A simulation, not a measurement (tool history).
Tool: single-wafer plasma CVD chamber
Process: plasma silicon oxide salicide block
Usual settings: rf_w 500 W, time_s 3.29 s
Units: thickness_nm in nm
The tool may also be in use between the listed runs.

run	day	rf_w	time_s	read-back reference wafer on the same gauge, thickness_nm	thickness_nm
1	0.000	500	3.29	28.508	32.923
2	0.450	575	3.29	28.507	34.311
3	1.154	575	3.29	28.514	34.174
4	1.633	540	3.77	28.519	38.402
5	2.317	540	3.77	28.503	38.492
6	2.962	540	3.77	28.488	38.413
7	3.696	435	2.92	28.484	28.050
8	4.146	435	2.92	28.474	28.041
9	4.658	435	2.92	28.516	28.065
10	5.004	500	3.29	28.490	32.766
11	5.671	500	3.29	28.506	32.894
12	6.188	500	3.29	28.480	32.653
13	6.829	500	3.29	28.519	32.987
14	7.117	440	3.57	28.493	34.218
15	7.488	500	3.29	28.508	32.904
16	7.767	595	2.81	28.492	29.542
17	8.146	455	2.64	28.498	25.706
18	8.442	450	2.97	28.479	28.729
19	8.858	500	3.29	28.517	32.738
20	9.483	500	3.57	28.501	35.520
21	10.142	445	3.29	28.486	31.794
22	10.642	550	3.01	28.506	30.986
23	11.062	405	2.79	28.495	26.270
24	11.788	500	3.29	28.492	32.864
25	12.504	535	2.82	28.498	28.637

Taken out of this log: 3 entries between the listed runs. Where each belongs, and how the hidden state differs across it:
Between runs 10 and 11: RF generator calibrated (day 5.650)
  no hidden state differs between the two runs
Between runs 11 and 12: showerhead replaced (day 6.167)
  no hidden state differs between the two runs
Between runs 19 and 20: gauge calibrated (day 9.012)
  no hidden state differs between the two runs

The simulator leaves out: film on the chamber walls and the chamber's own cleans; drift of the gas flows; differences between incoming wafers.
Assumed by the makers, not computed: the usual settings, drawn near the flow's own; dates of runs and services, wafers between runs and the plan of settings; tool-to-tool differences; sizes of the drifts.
